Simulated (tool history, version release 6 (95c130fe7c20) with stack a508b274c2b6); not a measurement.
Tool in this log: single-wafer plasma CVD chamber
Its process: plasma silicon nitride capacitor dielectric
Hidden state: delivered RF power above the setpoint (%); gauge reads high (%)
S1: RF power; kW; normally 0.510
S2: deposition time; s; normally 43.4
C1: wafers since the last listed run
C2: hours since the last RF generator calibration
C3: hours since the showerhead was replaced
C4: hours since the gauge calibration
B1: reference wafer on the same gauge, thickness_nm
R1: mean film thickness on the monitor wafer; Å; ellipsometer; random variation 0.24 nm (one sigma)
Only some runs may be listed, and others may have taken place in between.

run	hour	S1	S2	C1	C2	C3	C4	B1	R1
1	0.0	0.510	41.4	0	658.7	4525.5	528.9	67.785	595.93
2	73.1	0.510	43.4	1157	731.8	4598.6	602.0	67.915	621.07
3	157.7	0.510	43.4	1339	816.4	4683.2	686.6	67.785	625.08
4	262.2	0.510	43.4	1655	920.9	4787.7	791.1	67.850	617.82
5	353.5	0.510	43.4	1446	1012.2	4879.0	882.4	67.900	621.25
6	408.9	0.510	43.4	877	1067.6	4934.4	937.8	67.702	620.71
7	513.8	0.510	43.4	1661	1172.5	5039.3	1042.7	67.743	617.10
8	565.0	0.510	43.4	810	1223.7	5090.5	1093.9	67.760	616.03
9	878.1	0.510	43.4	4958	1536.8	5403.6	1407.0	67.745	619.02
10	950.5	0.560	43.4	1146	1609.2	5476.0	1479.4	67.858	635.44
11	1015.6	0.485	43.4	1031	1674.3	5541.1	1544.5	67.800	609.87
# hour 1058.5: RF generator calibrated
12	1059.0	0.510	43.4	560	0.5	5584.5	1587.9	67.854	634.09
13	1113.2	0.510	43.4	858	54.7	5638.7	1642.1	67.740	625.78
14	1151.6	0.555	47.4	608	93.1	5677.1	1680.5	67.825	702.10
15	1222.4	0.555	47.4	1121	163.9	5747.9	1751.3	67.864	698.91
16	1328.5	0.510	43.4	1680	270.0	5854.0	1857.4	67.851	629.81
17	1419.3	0.510	40.9	1438	360.8	5944.8	1948.2	67.771	591.17
# hour 1645.2: gauge calibrated
18	1656.4	0.510	43.4	3755	597.9	6181.9	11.2	67.828	617.80
19	1723.9	0.510	43.4	1069	665.4	6249.4	78.7	67.766	621.16
20	1946.2	0.570	38.6	3520	887.7	6471.7	301.0	67.766	567.43
21	2050.5	0.575	40.5	1651	992.0	6576.0	405.3	67.780	596.78
22	2111.2	0.510	43.4	961	1052.7	6636.7	466.0	67.743	625.66

What will run 23 give?
23	2190.8	0.460	43.4	1260	1132.3	6716.3	545.6	?	?

Run 23 came out at B1 67.809, R1 606.97 Å.
With no hidden state in the tool, this same run would have given R1 617.78 Å.
